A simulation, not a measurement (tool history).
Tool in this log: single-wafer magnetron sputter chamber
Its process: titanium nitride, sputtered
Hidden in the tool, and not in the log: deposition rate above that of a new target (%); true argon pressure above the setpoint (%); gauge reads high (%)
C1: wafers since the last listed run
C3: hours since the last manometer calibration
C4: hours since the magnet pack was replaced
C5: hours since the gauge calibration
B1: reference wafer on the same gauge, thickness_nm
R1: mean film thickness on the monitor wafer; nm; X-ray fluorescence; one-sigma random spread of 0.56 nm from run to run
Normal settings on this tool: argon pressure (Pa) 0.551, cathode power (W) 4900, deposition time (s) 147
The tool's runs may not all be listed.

{"run": 1, "hour": 0.0, "argon pressure (Pa)": 0.551, "cathode power (W)": 4900, "deposition time (s)": 147, "C1": 0, "wafers on the sputter target": 4295, "C3": 887.0, "C4": 8452.9, "C5": 11.6, "B1": 145.025, "R1": 122.342}
{"run": 2, "hour": 10.1, "argon pressure (Pa)": 0.551, "cathode power (W)": 4900, "deposition time (s)": 147, "C1": 143, "wafers on the sputter target": 4438, "C3": 897.1, "C4": 8463.0, "C5": 21.7, "B1": 144.989, "R1": 122.928}
{"run": 3, "hour": 26.9, "argon pressure (Pa)": 0.551, "cathode power (W)": 4900, "deposition time (s)": 147, "C1": 239, "wafers on the sputter target": 4678, "C3": 913.9, "C4": 8479.8, "C5": 38.5, "B1": 145.087, "R1": 122.796}
{"run": 4, "hour": 34.7, "argon pressure (Pa)": 0.681, "cathode power (W)": 4900, "deposition time (s)": 147, "C1": 111, "wafers on the sputter target": 4789, "C3": 921.7, "C4": 8487.6, "C5": 46.3, "B1": 144.949, "R1": 116.218}
{"run": 5, "hour": 49.5, "argon pressure (Pa)": 0.681, "cathode power (W)": 4900, "deposition time (s)": 147, "C1": 210, "wafers on the sputter target": 5000, "C3": 936.5, "C4": 8502.4, "C5": 61.1, "B1": 145.044, "R1": 115.764}
{"run": 6, "hour": 57.7, "argon pressure (Pa)": 0.681, "cathode power (W)": 4900, "deposition time (s)": 147, "C1": 116, "wafers on the sputter target": 5117, "C3": 944.7, "C4": 8510.6, "C5": 69.3, "B1": 145.001, "R1": 115.912}
{"run": 7, "hour": 71.5, "argon pressure (Pa)": 0.551, "cathode power (W)": 4900, "deposition time (s)": 147, "C1": 196, "wafers on the sputter target": 5313, "C3": 958.5, "C4": 8524.4, "C5": 83.1, "B1": 145.065, "R1": 121.534}
{"run": 8, "hour": 85.2, "argon pressure (Pa)": 0.551, "cathode power (W)": 4900, "deposition time (s)": 147, "C1": 195, "wafers on the sputter target": 5509, "C3": 972.2, "C4": 8538.1, "C5": 96.8, "B1": 145.206, "R1": 121.535}
{"run": 9, "hour": 94.5, "argon pressure (Pa)": 0.551, "cathode power (W)": 4900, "deposition time (s)": 147, "C1": 132, "wafers on the sputter target": 5641, "C3": 981.5, "C4": 8547.4, "C5": 106.1, "B1": 144.951, "R1": 121.867}
{"run": 10, "hour": 109.5, "argon pressure (Pa)": 0.551, "cathode power (W)": 4900, "deposition time (s)": 147, "C1": 213, "wafers on the sputter target": 5855, "C3": 996.5, "C4": 8562.4, "C5": 121.1, "B1": 145.002, "R1": 121.714}
{"run": 11, "hour": 127.1, "argon pressure (Pa)": 0.551, "cathode power (W)": 4900, "deposition time (s)": 147, "C1": 250, "wafers on the sputter target": 6106, "C3": 1014.1, "C4": 8580.0, "C5": 138.7, "B1": 144.828, "R1": 121.458}
{"run": 12, "hour": 142.8, "argon pressure (Pa)": 0.551, "cathode power (W)": 4900, "deposition time (s)": 147, "C1": 223, "wafers on the sputter target": 6329, "C3": 1029.8, "C4": 8595.7, "C5": 154.4, "B1": 144.98, "R1": 121.343}
{"run": 13, "hour": 149.6, "argon pressure (Pa)": 0.551, "cathode power (W)": 4900, "deposition time (s)": 147, "C1": 96, "wafers on the sputter target": 6426, "C3": 1036.6, "C4": 8602.5, "C5": 161.2, "B1": 144.879, "R1": 119.808}
{"run": 14, "hour": 173.3, "argon pressure (Pa)": 0.551, "cathode power (W)": 4900, "deposition time (s)": 147, "C1": 337, "wafers on the sputter target": 6764, "C3": 1060.3, "C4": 8626.2, "C5": 184.9, "B1": 145.012, "R1": 120.743}
{"run": 15, "hour": 184.7, "argon pressure (Pa)": 0.551, "cathode power (W)": 5350, "deposition time (s)": 147, "C1": 162, "wafers on the sputter target": 6926, "C3": 1071.7, "C4": 8637.6, "C5": 196.3, "B1": 144.93, "R1": 133.015}

What does the tool deliver on the next run?
{"run": 16, "hour": 193.8, "argon pressure (Pa)": 0.551, "cathode power (W)": 4900, "deposition time (s)": 147, "C1": 129, "wafers on the sputter target": 7056, "C3": 1080.8, "C4": 8646.7, "C5": 205.4, "B1": "?", "R1": "?"}

B1: 144.923
R1: 120.934 nm
The same run, on a tool lacking any hidden state, would have yielded R1 130.535 nm.

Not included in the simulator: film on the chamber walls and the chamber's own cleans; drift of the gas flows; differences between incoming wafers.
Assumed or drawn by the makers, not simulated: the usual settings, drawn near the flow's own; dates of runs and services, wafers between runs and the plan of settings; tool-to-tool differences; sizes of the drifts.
